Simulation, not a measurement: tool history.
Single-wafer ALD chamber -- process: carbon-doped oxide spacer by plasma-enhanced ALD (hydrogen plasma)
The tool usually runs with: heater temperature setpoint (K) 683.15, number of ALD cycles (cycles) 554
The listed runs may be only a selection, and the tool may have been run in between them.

run,hour,heater temperature setpoint (K),number of ALD cycles (cycles),wafers since the last listed run,hours since the last thermocouple change,hours since the gauge calibration,"read-back reference wafer on the same gauge, thickness_nm",mean film thickness on the monitor wafer (angstrom)
1,0,694.15,626,0,751,68.2,26.598,334.34
2,13,694.15,626,7,764,81.2,26.598,333.32
3,29.6,673.15,554,8,780.6,97.8,26.612,310.28
4,47.8,683.15,554,9,798.8,116,26.59,305.33
5,80.9,683.15,554,17,831.9,149.1,26.605,305.7
6,114.5,683.15,554,18,865.5,182.7,26.588,305.45
7,149.4,679.15,554,18,900.4,217.6,26.618,310.33
8,168.4,690.15,489,10,919.4,236.6,26.602,265.67
9,198.6,690.15,489,16,949.6,266.8,26.59,263.31
10,232.8,690.15,489,18,983.8,301,26.6,265.39
11,246.9,683.15,554,7,997.9,315.1,26.606,305.79
12,276.3,683.15,602,15,1027.3,344.5,26.593,331.45
13,311,683.15,602,18,1062,379.2,26.596,331.73
# hour 323.7: thermocouple changed; heater temperature recalibrated
14,337.3,677.15,469,9,13.6,405.5,26.591,258.04
15,362.6,690.15,450,13,38.9,430.8,26.602,239.53
16,395,675.15,655,17,71.3,463.2,26.609,365.09
# hour 426.5: gauge calibrated
17,436.5,692.15,602,22,112.8,10,26.61,320.73
18,460.6,683.15,554,13,136.9,34.1,26.599,302.24
19,480.5,683.15,554,10,156.8,54,26.602,300.61
20,513.7,692.15,647,17,190,87.2,26.594,345.63
21,548.6,695.15,468,18,224.9,122.1,26.608,246.92
22,564.7,693.15,644,8,241,138.2,26.598,343.79
23,589.4,698.15,554,13,265.7,162.9,26.583,290.85
24,608.8,691.15,621,10,285.1,182.3,26.62,332.48
25,639,678.15,497,16,315.3,212.5,26.592,276.5
26,658.4,668.15,615,10,334.7,231.9,26.593,344.57
27,672.9,675.15,513,7,349.2,246.4,26.604,286.14

For some of the steps in mean film thickness on the monitor wafer (angstrom) from one run to the next: how much would appear even if the tool had no hidden state, given the settings, what came in and random variation, and how much remains for the hidden state plus any gauge scatter that the measured result and the result without hidden state don't share?
Hidden conditions of the tool in this case: wafer temperature above the value expected at the setpoint (K); gauge reads high (%).
Run 2 -> 3: heater temperature setpoint (K) 694.15 -> 673.15, number of ALD cycles (cycles) 626 -> 554. mean film thickness on the monitor wafer (angstrom) -23.04: hidden state -3.92, all else -19.12.
Run 13 -> 14: heater temperature setpoint (K) 683.15 -> 677.15, number of ALD cycles (cycles) 602 -> 469, thermocouple changed; heater temperature recalibrated. mean film thickness on the monitor wafer (angstrom) -73.69: hidden state -5.05, all else -68.64.
Run 15 -> 16: heater temperature setpoint (K) 690.15 -> 675.15, number of ALD cycles (cycles) 450 -> 655. mean film thickness on the monitor wafer (angstrom) +125.56: hidden state +0.67, all else +124.89.
Run 20 -> 21: heater temperature setpoint (K) 692.15 -> 695.15, number of ALD cycles (cycles) 647 -> 468. mean film thickness on the monitor wafer (angstrom) -98.71: hidden state -0.46, all else -98.25.
